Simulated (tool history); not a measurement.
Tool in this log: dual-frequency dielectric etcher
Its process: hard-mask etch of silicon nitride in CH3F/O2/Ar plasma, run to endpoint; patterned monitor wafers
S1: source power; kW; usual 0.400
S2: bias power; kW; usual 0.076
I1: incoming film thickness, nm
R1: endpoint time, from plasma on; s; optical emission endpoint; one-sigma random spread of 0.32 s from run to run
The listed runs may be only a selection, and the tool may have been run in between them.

| run | hour | S1 | S2 | I1 | R1 |
|---|---|---|---|---|---|
| 1 | 0.0 | 0.400 | 0.076 | 44.45 | 59.6 |
| 2 | 11.7 | 0.400 | 0.076 | 44.16 | 59.2 |
| 3 | 19.5 | 0.400 | 0.076 | 45.00 | 60.6 |
| 4 | 35.4 | 0.400 | 0.086 | 44.33 | 57.5 |
| 5 | 42.1 | 0.400 | 0.086 | 44.80 | 57.5 |
| 6 | 54.8 | 0.400 | 0.086 | 44.22 | 56.8 |
| 7 | 71.0 | 0.470 | 0.086 | 44.15 | 53.4 |
| 8 | 77.6 | 0.470 | 0.086 | 44.83 | 54.6 |
| 9 | 112.6 | 0.470 | 0.086 | 44.57 | 54.4 |
|  | 117.0 | bias power generator calibrated |
| 10 | 123.7 | 0.400 | 0.076 | 44.57 | 59.6 |
|  | 127.7 | source power generator calibrated |
| 11 | 134.4 | 0.400 | 0.076 | 43.74 | 57.3 |
| 12 | 142.6 | 0.400 | 0.076 | 44.34 | 59.0 |
| 13 | 157.4 | 0.400 | 0.076 | 44.76 | 59.3 |
| 14 | 166.4 | 0.400 | 0.076 | 44.43 | 58.7 |
|  | 191.3 | wet clean of the chamber |
|  | 209.4 | upper electrode replaced |
| 15 | 209.9 | 0.400 | 0.076 | 44.19 | 61.2 |
| 16 | 210.2 | 0.340 | 0.082 | 44.14 | 63.7 |
| 17 | 210.5 | 0.400 | 0.076 | 44.10 | 60.6 |
| 18 | 210.9 | 0.430 | 0.083 | 44.71 | 58.5 |
| 19 | 221.8 | 0.350 | 0.068 | 44.33 | 66.3 |
| 20 | 234.0 | 0.400 | 0.076 | 44.62 | 62.0 |
| 21 | 247.5 | 0.400 | 0.076 | 44.38 | 61.1 |
| 22 | 255.7 | 0.400 | 0.063 | 44.34 | 64.5 |
| 23 | 265.7 | 0.400 | 0.076 | 44.83 | 61.7 |
| 24 | 311.6 | 0.400 | 0.076 | 44.74 | 60.9 |
| 25 | 322.6 | 0.340 | 0.084 | 44.28 | 62.8 |
| 26 | 330.0 | 0.400 | 0.067 | 45.10 | 63.9 |
| 27 | 344.8 | 0.330 | 0.083 | 43.96 | 62.9 |
| 28 | 361.4 | 0.360 | 0.068 | 45.24 | 66.3 |
| 29 | 378.7 | 0.400 | 0.064 | 44.30 | 62.2 |

What would each run have given without the hidden state, its run-to-run variation left as it was?
Hidden state at play: etch rate over this chamber's usual, %; source power that arrives over what is set, %; bias power that arrives over what is set, %.
| run | R1 |
|---|---|
| 1 | 61.6 |
| 2 | 61.3 |
| 3 | 62.7 |
| 4 | 59.7 |
| 5 | 59.7 |
| 6 | 59.1 |
| 7 | 55.6 |
| 8 | 56.9 |
| 9 | 56.9 |
| 10 | 62.4 |
| 11 | 60.0 |
| 12 | 61.8 |
| 13 | 62.2 |
| 14 | 61.7 |
| 15 | 61.2 |
| 16 | 63.7 |
| 17 | 60.7 |
| 18 | 58.5 |
| 19 | 66.4 |
| 20 | 62.2 |
| 21 | 61.4 |
| 22 | 64.8 |
| 23 | 62.1 |
| 24 | 61.6 |
| 25 | 63.5 |
| 26 | 64.8 |
| 27 | 63.8 |
| 28 | 67.4 |
| 29 | 63.3 |

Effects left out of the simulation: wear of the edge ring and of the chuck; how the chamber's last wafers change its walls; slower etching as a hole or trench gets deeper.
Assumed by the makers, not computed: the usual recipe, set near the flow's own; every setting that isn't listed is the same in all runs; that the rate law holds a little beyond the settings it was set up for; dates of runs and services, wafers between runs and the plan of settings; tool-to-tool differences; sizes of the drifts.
